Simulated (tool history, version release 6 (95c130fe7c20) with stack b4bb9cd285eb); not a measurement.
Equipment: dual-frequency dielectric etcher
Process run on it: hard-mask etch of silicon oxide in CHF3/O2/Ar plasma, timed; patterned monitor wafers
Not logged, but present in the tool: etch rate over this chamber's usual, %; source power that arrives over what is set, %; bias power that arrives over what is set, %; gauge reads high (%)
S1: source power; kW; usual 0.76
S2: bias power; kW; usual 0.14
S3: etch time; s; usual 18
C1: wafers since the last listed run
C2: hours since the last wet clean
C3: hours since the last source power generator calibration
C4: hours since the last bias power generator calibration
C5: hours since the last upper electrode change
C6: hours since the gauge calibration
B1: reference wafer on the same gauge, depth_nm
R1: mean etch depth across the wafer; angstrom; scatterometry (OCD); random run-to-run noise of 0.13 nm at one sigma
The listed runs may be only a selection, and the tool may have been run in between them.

Run 1, hour 0: usual settings; C1 0; C2 598.8; C3 3202.2; C4 3792.4; C5 232.7; C6 2712.4; B1 42.03. Result: R1 347.1 angstrom.
Run 2, hour 84: usual settings; C1 1117; C2 682.8; C3 3286.2; C4 3876.4; C5 316.7; C6 2796.4; B1 42.09. Result: R1 345.9 angstrom.
Run 3, hour 175.8: usual settings but S2 0.116 kW; C1 1220; C2 774.6; C3 3378; C4 3968.2; C5 408.5; C6 2888.2; B1 41.98. Result: R1 321.2 angstrom.
At hour 247.4: wet clean of the chamber.
Run 4, hour 257.8: usual settings but S2 0.116 kW; C1 771; C2 10.4; C3 3460; C4 4050.2; C5 490.5; C6 2970.2; B1 41.96. Result: R1 324 angstrom.
Run 5, hour 318.9: usual settings but S2 0.116 kW; C1 812; C2 71.5; C3 3521.1; C4 4111.3; C5 551.6; C6 3031.3; B1 42.06. Result: R1 320.5 angstrom.
At hour 376.3: gauge calibrated.
Run 6, hour 417.8: usual settings but S2 0.166 kW, S3 23.5 s; C1 1315; C2 170.4; C3 3620; C4 4210.2; C5 650.5; C6 41.5; B1 41.97. Result: R1 486.4 angstrom.
At hour 438.2: bias power generator calibrated.
Run 7, hour 521.7: usual settings; C1 1328; C2 274.3; C3 3723.9; C4 83.5; C5 754.4; C6 145.4; B1 41.98. Result: R1 348.3 angstrom.
Run 8, hour 577.2: usual settings; C1 738; C2 329.8; C3 3779.4; C4 139; C5 809.9; C6 200.9; B1 41.96. Result: R1 349.8 angstrom.
Run 9, hour 679.8: usual settings but S1 0.68 kW, S2 0.162 kW; C1 1364; C2 432.4; C3 3882; C4 241.6; C5 912.5; C6 303.5; B1 42.03. Result: R1 349.8 angstrom.
Run 10, hour 748.5: usual settings but S1 0.88 kW, S2 0.118 kW, S3 22 s; C1 913; C2 501.1; C3 3950.7; C4 310.3; C5 981.2; C6 372.2; B1 42.05. Result: R1 426.2 angstrom.
At hour 833.1: source power generator calibrated.
Run 11, hour 845.7: usual settings but S2 0.154 kW; C1 1239; C2 598.3; C3 12.6; C4 407.5; C5 1078.4; C6 469.4; B1 41.95. Result: R1 359.8 angstrom.
At hour 953.2: wet clean of the chamber.
Run 12, hour 953.7: usual settings; C1 1117; C2 0.5; C3 120.6; C4 515.5; C5 1186.4; C6 577.4; B1 42.05. Result: R1 343.6 angstrom.
Run 13, hour 991.3: usual settings but S1 0.71 kW, S2 0.113 kW; C1 500; C2 38.1; C3 158.2; C4 553.1; C5 1224; C6 615; B1 42.01. Result: R1 304.7 angstrom.
Run 14, hour 1066.6: usual settings; C1 1001; C2 113.4; C3 233.5; C4 628.4; C5 1299.3; C6 690.3; B1 42. Result: R1 344 angstrom.
Run 15, hour 1107.6: usual settings but S2 0.112 kW; C1 545; C2 154.4; C3 274.5; C4 669.4; C5 1340.3; C6 731.3; B1 42.04. Result: R1 313.7 angstrom.
Run 16, hour 1205.8: usual settings; C1 1305; C2 252.6; C3 372.7; C4 767.6; C5 1438.5; C6 829.5; B1 41.98. Result: R1 341.9 angstrom.
Run 17, hour 1253.2: usual settings but S3 15 s; C1 630; C2 300; C3 420.1; C4 815; C5 1485.9; C6 876.9; B1 41.94. Result: R1 283.8 angstrom.
Run 18, hour 1343.2: usual settings but S1 0.88 kW; C1 1196; C2 390; C3 510.1; C4 905; C5 1575.9; C6 966.9; B1 42.04. Result: R1 366.9 angstrom.
Run 19, hour 1442.7: usual settings but S1 0.63 kW, S2 0.153 kW; C1 1323; C2 489.5; C3 609.6; C4 1004.5; C5 1675.4; C6 1066.4; B1 42.07. Result: R1 324.5 angstrom.
Run 20, hour 1490.4: usual settings but S2 0.157 kW; C1 634; C2 537.2; C3 657.3; C4 1052.2; C5 1723.1; C6 1114.1; B1 41.97. Result: R1 359.1 angstrom.
Run 21, hour 1540: usual settings; C1 659; C2 586.8; C3 706.9; C4 1101.8; C5 1772.7; C6 1163.7; B1 41.97. Result: R1 342.3 angstrom.
Run 22, hour 1630: usual settings but S1 0.7 kW, S2 0.17 kW, S3 13 s; C1 1196; C2 676.8; C3 796.9; C4 1191.8; C5 1862.7; C6 1253.7; B1 41.98. Result: R1 257.1 angstrom.
Run 23, hour 1677.3: usual settings but S1 0.93 kW; C1 629; C2 724.1; C3 844.2; C4 1239.1; C5 1910; C6 1301; B1 41.96. Result: R1 374 angstrom.
Run 24, hour 1741.7: usual settings but S2 0.169 kW; C1 856; C2 788.5; C3 908.6; C4 1303.5; C5 1974.4; C6 1365.4; B1 41.95. Result: R1 367.7 angstrom.
At hour 1750: source power generator calibrated, repeated, since the last time left the tool worse.
At hour 1804.1: wet clean of the chamber.
Run 25, hour 1804.6: usual settings but S1 0.9 kW, S2 0.151 kW, S3 13 s; C1 464; C2 0.5; C3 54.6; C4 1366.4; C5 2037.3; C6 1428.3; B1 42.04. Result: R1 283 angstrom.
Run 26, hour 1865.3: usual settings but S3 22.5 s; C1 807; C2 61.2; C3 115.3; C4 1427.1; C5 2098; C6 1489; B1 41.91. Result: R1 439.7 angstrom.
Run 27, hour 1966.3: usual settings but S1 0.85 kW, S2 0.172 kW, S3 16 s; C1 1343; C2 162.2; C3 216.3; C4 1528.1; C5 2199; C6 1590; B1 41.98. Result: R1 357.1 angstrom.
Run 28, hour 2032.5: usual settings but S2 0.128 kW; C1 880; C2 228.4; C3 282.5; C4 1594.3; C5 2265.2; C6 1656.2; B1 42.01. Result: R1 336.7 angstrom.
Run 29, hour 2084.4: usual settings but S1 0.59 kW, S3 21.5 s; C1 690; C2 280.3; C3 334.4; C4 1646.2; C5 2317.1; C6 1708.1; B1 42. Result: R1 371.3 angstrom.

Forecast each of these 4 alternatives for the next run:
Run A, hour 2084.8: usual settings but S2 0.151 kW; C1 5; C2 280.7; C3 334.8; C4 1646.6; C5 2317.5; C6 1708.5; B1 ?. Result: R1 ?.
Run B, hour 2084.8: usual settings but S2 0.124 kW; C1 5; C2 280.7; C3 334.8; C4 1646.6; C5 2317.5; C6 1708.5; B1 ?. Result: R1 ?.
Run C, hour 2084.8: usual settings but S1 0.68 kW, S2 0.169 kW; C1 5; C2 280.7; C3 334.8; C4 1646.6; C5 2317.5; C6 1708.5; B1 ?. Result: R1 ?.
Run D, hour 2084.8: usual settings but S2 0.119 kW, S3 21.5 s; C1 5; C2 280.7; C3 334.8; C4 1646.6; C5 2317.5; C6 1708.5; B1 ?. Result: R1 ?.

run     B1     R1
  A  41.96  362.7
  B  41.96  335.1
  C  41.96  360.4
  D  41.96  393.7
What these runs would have given with no unlogged condition in the tool:
run     R1
  A  364.2
  B  336.5
  C  361.9
  D  395.3
